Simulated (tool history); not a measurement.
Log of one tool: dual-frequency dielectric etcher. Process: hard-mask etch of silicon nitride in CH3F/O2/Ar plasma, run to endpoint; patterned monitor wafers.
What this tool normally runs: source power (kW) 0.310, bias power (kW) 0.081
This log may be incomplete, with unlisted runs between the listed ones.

run,day,source power (kW),bias power (kW),"incoming incoming film thickness, nm",endpoint time (s)
1,0.000,0.310,0.081,27.87,46.6
2,0.508,0.310,0.081,27.76,46.2
3,1.979,0.310,0.067,28.02,49.4
4,2.492,0.310,0.067,27.50,48.3
5,3.233,0.310,0.067,27.81,48.9
6,4.275,0.310,0.081,27.70,45.9
7,5.017,0.310,0.081,27.65,46.1
# day 5.708: bias power generator calibrated
# day 6.700: upper electrode replaced
8,6.721,0.310,0.081,27.59,45.2
9,6.738,0.310,0.075,27.80,46.9
10,7.500,0.240,0.089,27.54,47.8
11,8.738,0.340,0.071,27.63,45.5
# day 10.146: wet clean of the chamber
12,10.167,0.360,0.098,27.72,42.4
# day 11.154: source power generator calibrated
13,11.175,0.230,0.075,27.65,53.2
14,12.233,0.310,0.081,27.83,47.4
15,13.346,0.310,0.076,27.85,48.5
16,14.338,0.340,0.073,27.79,47.4
17,15.012,0.260,0.068,27.57,52.3
18,16.150,0.310,0.081,27.72,46.7

Consider 3 possible next runs. They are alternatives, not a sequence: every one starts from the tool as it was left by run 18. What does each give?
A,16.167,0.310,0.093,27.76,?
B,16.167,0.250,0.065,27.76,?
C,16.167,0.350,0.067,27.76,?

run,endpoint time (s)
A,44.9
B,53.8
C,47.7
Had the tool no hidden state, the same runs would have come out as:
run,endpoint time (s)
A,45.3
B,54.2
C,48.1
